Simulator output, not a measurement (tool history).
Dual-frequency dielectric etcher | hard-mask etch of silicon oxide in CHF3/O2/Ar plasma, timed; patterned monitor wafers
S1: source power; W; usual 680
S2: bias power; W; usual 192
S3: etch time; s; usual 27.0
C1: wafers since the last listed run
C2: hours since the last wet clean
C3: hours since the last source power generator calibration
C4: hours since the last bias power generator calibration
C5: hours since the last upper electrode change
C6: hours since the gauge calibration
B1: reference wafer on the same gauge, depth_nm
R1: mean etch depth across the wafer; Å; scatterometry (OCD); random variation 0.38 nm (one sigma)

| run | hour | S1 | S2 | S3 | C1 | C2 | C3 | C4 | C5 | C6 | B1 | R1 |
|---|---|---|---|---|---|---|---|---|---|---|---|---|
| 1 | 0.0 | 680 | 192 | 27.0 | 0 | 0.5 | 3039.1 | 2107.3 | 1951.7 | 223.4 | 60.7 | 578 |
| 2 | 0.3 | 680 | 192 | 27.0 | 4 | 0.8 | 3039.4 | 2107.6 | 1952.0 | 223.7 | 60.7 | 580 |
| 3 | 18.7 | 680 | 192 | 27.0 | 281 | 19.2 | 3057.8 | 2126.0 | 1970.4 | 242.1 | 60.7 | 583 |
|  | 77.4 | bias power generator calibrated |
| 4 | 122.2 | 680 | 192 | 27.0 | 1523 | 122.7 | 3161.3 | 44.8 | 2073.9 | 345.6 | 60.7 | 581 |
| 5 | 150.7 | 680 | 192 | 27.0 | 436 | 151.2 | 3189.8 | 73.3 | 2102.4 | 374.1 | 60.7 | 577 |
| 6 | 177.8 | 680 | 192 | 27.0 | 415 | 178.3 | 3216.9 | 100.4 | 2129.5 | 401.2 | 60.7 | 577 |
| 7 | 198.2 | 750 | 192 | 32.5 | 312 | 198.7 | 3237.3 | 120.8 | 2149.9 | 421.6 | 60.7 | 723 |
| 8 | 218.3 | 800 | 192 | 31.0 | 307 | 218.8 | 3257.4 | 140.9 | 2170.0 | 441.7 | 60.7 | 704 |
| 9 | 241.8 | 760 | 192 | 27.0 | 359 | 242.3 | 3280.9 | 164.4 | 2193.5 | 465.2 | 60.6 | 607 |
| 10 | 261.8 | 580 | 192 | 24.5 | 306 | 262.3 | 3300.9 | 184.4 | 2213.5 | 485.2 | 60.6 | 508 |
| 11 | 297.5 | 680 | 161 | 29.5 | 546 | 298.0 | 3336.6 | 220.1 | 2249.2 | 520.9 | 60.8 | 590 |
|  | 304.6 | gauge calibrated |
| 12 | 321.9 | 680 | 192 | 24.5 | 373 | 322.4 | 3361.0 | 244.5 | 2273.6 | 17.3 | 60.7 | 529 |
| 13 | 349.4 | 770 | 173 | 27.0 | 421 | 349.9 | 3388.5 | 272.0 | 2301.1 | 44.8 | 60.8 | 581 |
| 14 | 382.1 | 680 | 192 | 27.0 | 500 | 382.6 | 3421.2 | 304.7 | 2333.8 | 77.5 | 60.7 | 582 |
|  | 419.2 | wet clean of the chamber |
| 15 | 419.7 | 760 | 229 | 32.0 | 208 | 0.5 | 3458.8 | 342.3 | 2371.4 | 115.1 | 60.7 | 765 |
| 16 | 420.1 | 560 | 192 | 27.0 | 6 | 0.9 | 3459.2 | 342.7 | 2371.8 | 115.5 | 60.7 | 545 |
| 17 | 432.2 | 820 | 192 | 27.0 | 185 | 13.0 | 3471.3 | 354.8 | 2383.9 | 127.6 | 60.8 | 620 |
|  | 457.6 | upper electrode replaced |
| 18 | 460.3 | 750 | 216 | 19.0 | 62 | 41.1 | 3499.4 | 382.9 | 2.7 | 155.7 | 60.9 | 447 |
|  | 467.5 | source power generator calibrated |
| 19 | 473.0 | 680 | 192 | 27.0 | 133 | 53.8 | 5.5 | 395.6 | 15.4 | 168.4 | 60.7 | 585 |
| 20 | 519.7 | 680 | 151 | 32.5 | 715 | 100.5 | 52.2 | 442.3 | 62.1 | 215.1 | 60.6 | 637 |
| 21 | 545.3 | 680 | 192 | 27.0 | 392 | 126.1 | 77.8 | 467.9 | 87.7 | 240.7 | 60.7 | 583 |
| 22 | 567.1 | 570 | 192 | 24.5 | 333 | 147.9 | 99.6 | 489.7 | 109.5 | 262.5 | 60.6 | 501 |
| 23 | 580.2 | 680 | 192 | 27.0 | 200 | 161.0 | 112.7 | 502.8 | 122.6 | 275.6 | 60.8 | 582 |

The next listed run, before its measurement:
| 24 | 610.9 | 840 | 206 | 19.5 | 470 | 191.7 | 143.4 | 533.5 | 153.3 | 306.3 | ? | ? |

{"run 24": {"B1": 60.8, "R1": 464}}
Without the tool's hidden state the same run would have given R1 464 Å.
